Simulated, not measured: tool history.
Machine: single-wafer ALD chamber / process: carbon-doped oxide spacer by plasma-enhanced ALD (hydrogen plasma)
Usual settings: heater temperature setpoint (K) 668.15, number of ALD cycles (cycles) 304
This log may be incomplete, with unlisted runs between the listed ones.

run    hour  heater temperature setpoint (K)  number of ALD cycles (cycles)  wafers since the last listed run  hours since the last thermocouple change  hours since the gauge calibration  read-back reference wafer on the same gauge, thickness_nm  mean film thickness on the monitor wafer (Å)
  1       0                           668.15                            322                                 0                                    2300.8                              534.9                                                     18.528                                        169.42
  2    24.6                           668.15                            322                                32                                    2325.4                              559.5                                                     18.499                                        169.26
  3    48.8                           662.15                            304                                31                                    2349.6                              583.7                                                     18.534                                        160.28
  4    68.8                           668.15                            304                                26                                    2369.6                              603.7                                                      18.53                                        160.49
  5    90.1                           668.15                            304                                27                                    2390.9                                625                                                      18.57                                        160.82
  6   111.9                           668.15                            304                                28                                    2412.7                              646.8                                                     18.559                                        160.93
  7   134.8                           668.15                            304                                29                                    2435.6                              669.7                                                     18.553                                        160.33
  8   167.5                           668.15                            304                                42                                    2468.3                              702.4                                                     18.578                                        160.17
  9   193.8                           668.15                            304                                34                                    2494.6                              728.7                                                     18.575                                        160.85
 10   210.3                           668.15                            304                                21                                    2511.1                              745.2                                                     18.581                                        160.31
 11   235.9                           676.15                            343                                33                                    2536.7                              770.8                                                       18.6                                        179.11
 12     253                           676.15                            343                                22                                    2553.8                              787.9                                                     18.587                                        179.53
 13   283.3                           668.15                            304                                39                                    2584.1                              818.2                                                     18.612                                        161.05
 14   315.8                           657.15                            304                                42                                    2616.6                              850.7                                                     18.616                                        161.51
 15   341.2                           657.15                            304                                33                                      2642                              876.1                                                     18.625                                        161.35
 16   356.3                           668.15                            304                                19                                    2657.1                              891.2                                                     18.629                                        160.98
 17   381.4                           668.15                            304                                32                                    2682.2                              916.3                                                     18.639                                        161.22
 18   415.7                           668.15                            304                                44                                    2716.5                              950.6                                                     18.658                                        161.26
 19   428.4                           668.15                            304                                16                                    2729.2                              963.3                                                     18.676                                        161.51
 20   453.5                           668.15                            304                                32                                    2754.3                              988.4                                                     18.678                                        161.54
 21   477.7                           657.15                            354                                31                                    2778.5                             1012.6                                                      18.69                                        188.37
 22   506.6                           668.15                            279                                37                                    2807.4                             1041.5                                                      18.72                                         148.9
      538.6  -- thermocouple changed; heater temperature recalibrated
 23   542.3                           662.15                            304                                36                                       3.7                             1077.2                                                      18.73                                         161.9
      552.2  -- gauge calibrated
 24   574.4                           673.15                            244                                41                                      35.8                               22.2                                                     18.378                                        128.01
 25   598.1                           673.15                            244                                30                                      59.5                               45.9                                                     18.397                                        126.93
 26   615.9                           668.15                            304                                23                                      77.3                               63.7                                                     18.382                                        159.33
 27   715.1                           668.15                            304                               129                                     176.5                              162.9                                                     18.392                                        159.03
 28   748.9                           679.15                            274                                43                                     210.3                              196.7                                                     18.375                                        140.72
 29   765.6                           675.15                            263                                21                                       227                              213.4                                                     18.391                                        136.42
 30   781.1                           655.15                            349                                20                                     242.5                              228.9                                                     18.359                                        183.65
 31   804.2                           663.15                            262                                30                                     265.6                                252                                                     18.383                                        137.07
 32   831.2                           676.15                            304                                35                                     292.6                                279                                                     18.413                                        157.61
 33   890.2                           676.15                            343                                76                                     351.6                                338                                                     18.417                                         177.9
 34     923                           668.15                            304                                42                                     384.4                              370.8                                                     18.422                                        159.44
 35   944.7                           668.15                            304                                28                                     406.1                              392.5                                                     18.417                                        158.81
 36   962.9                           657.15                            280                                23                                     424.3                              410.7                                                     18.399                                        146.87
 37   992.1                           680.15                            304                                38                                     453.5                              439.9                                                     18.425                                        156.07
 38  1022.1                           668.15                            304                                39                                     483.5                              469.9                                                     18.409                                         159.1
 39  1039.8                           668.15                            282                                23                                     501.2                              487.6                                                     18.441                                        147.73
 40    1073                           680.15                            354                                43                                     534.4                              520.8                                                     18.426                                        181.92
 41  1088.4                           656.15                            324                                20                                     549.8                              536.2                                                     18.455                                        171.01

For each entry between runs, how does the tool's hidden state at the last listed run before it compare with that at the first listed run after it?
Between runs 22 and 23: thermocouple changed; heater temperature recalibrated (hour 538.6)
  gauge reads high (%): 1.68 -> 1.78
  measured less the result without the state, mean film thickness on the monitor wafer (Å): +2.46 -> +2.83
Between runs 23 and 24: gauge calibrated (hour 552.2)
  gauge reads high (%): 1.78 -> -0.125
  measured less the result without the state, mean film thickness on the monitor wafer (Å): +2.83 -> -0.16
